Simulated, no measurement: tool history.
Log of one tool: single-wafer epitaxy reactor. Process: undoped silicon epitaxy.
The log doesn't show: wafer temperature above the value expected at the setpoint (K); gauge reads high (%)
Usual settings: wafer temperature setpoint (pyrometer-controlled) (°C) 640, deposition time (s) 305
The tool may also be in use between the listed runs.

run	hour	wafer temperature setpoint (pyrometer-controlled) (°C)	deposition time (s)	wafers since the last listed run	hours since the last pyrometer calibration	hours since the gauge calibration	read-back reference wafer on the same gauge, thickness_nm	mean film thickness on the monitor wafer (nm)
1	0	640	305	0	1077.5	23.1	45.041	44.193
2	23.2	640	305	178	1100.7	46.3	45.109	44.92
3	58.4	640	305	270	1135.9	81.5	45.063	44.985
4	73.8	640	305	118	1151.3	96.9	45.136	44.972
5	95.9	640	305	170	1173.4	119	45.125	45.024
6	117.9	640	305	169	1195.4	141	45.014	44.747
7	135.8	640	305	137	1213.3	158.9	45.104	44.596
8	167.3	640	289	242	1244.8	190.4	45.092	42.138
9	268.6	640	289	779	1346.1	291.7	45.183	42.654
10	296.2	640	289	212	1373.7	319.3	45.154	42.541
11	327.3	640	342	239	1404.8	350.4	45.119	50.615
12	355.5	640	342	217	1433	378.6	45.146	50.547
13	373.1	640	338	135	1450.6	396.2	45.113	50.16
# hour 393.7: pyrometer calibrated
14	394.2	640	338	100	0.5	417.3	45.081	43.371
15	405.8	647	305	89	12.1	428.9	45.038	47.164
16	433.7	627	254	214	40	456.8	45.087	24.087
17	466.4	646	305	251	72.7	489.5	45.07	46.891
18	481	651	259	112	87.3	504.1	45.113	45.214
19	493.3	640	305	94	99.6	516.4	45.114	40.762
# hour 503.9: gauge calibrated
20	520.8	631	345	211	127.1	16.9	45.125	36.702
21	535.9	646	344	116	142.2	32	45.091	54.141
22	548.6	640	342	97	154.9	44.7	45.085	46.31
23	574	626	349	195	180.3	70.1	45.175	33.063
24	592.6	640	353	143	198.9	88.7	45.071	48.239
25	625.5	640	361	253	231.8	121.6	45.085	49.601
26	658.5	640	305	254	264.8	154.6	45.066	42.073
27	684.7	640	305	201	291	180.8	45.071	41.915
28	714.4	631	364	228	320.7	210.5	45.098	40.455

Forecast each of these 3 alternatives for the next run:
A	714.9	640	343	3	321.2	211	?	?
B	714.9	653	305	3	321.2	211	?	?
C	714.9	630	353	3	321.2	211	?	?

run	read-back reference wafer on the same gauge, thickness_nm	mean film thickness on the monitor wafer (nm)
A	45.094	48.348
B	45.094	59.315
C	45.094	38.568
Without the tool's hidden state the same runs would have given:
run	mean film thickness on the monitor wafer (nm)
A	44.132
B	54.299
C	35.123

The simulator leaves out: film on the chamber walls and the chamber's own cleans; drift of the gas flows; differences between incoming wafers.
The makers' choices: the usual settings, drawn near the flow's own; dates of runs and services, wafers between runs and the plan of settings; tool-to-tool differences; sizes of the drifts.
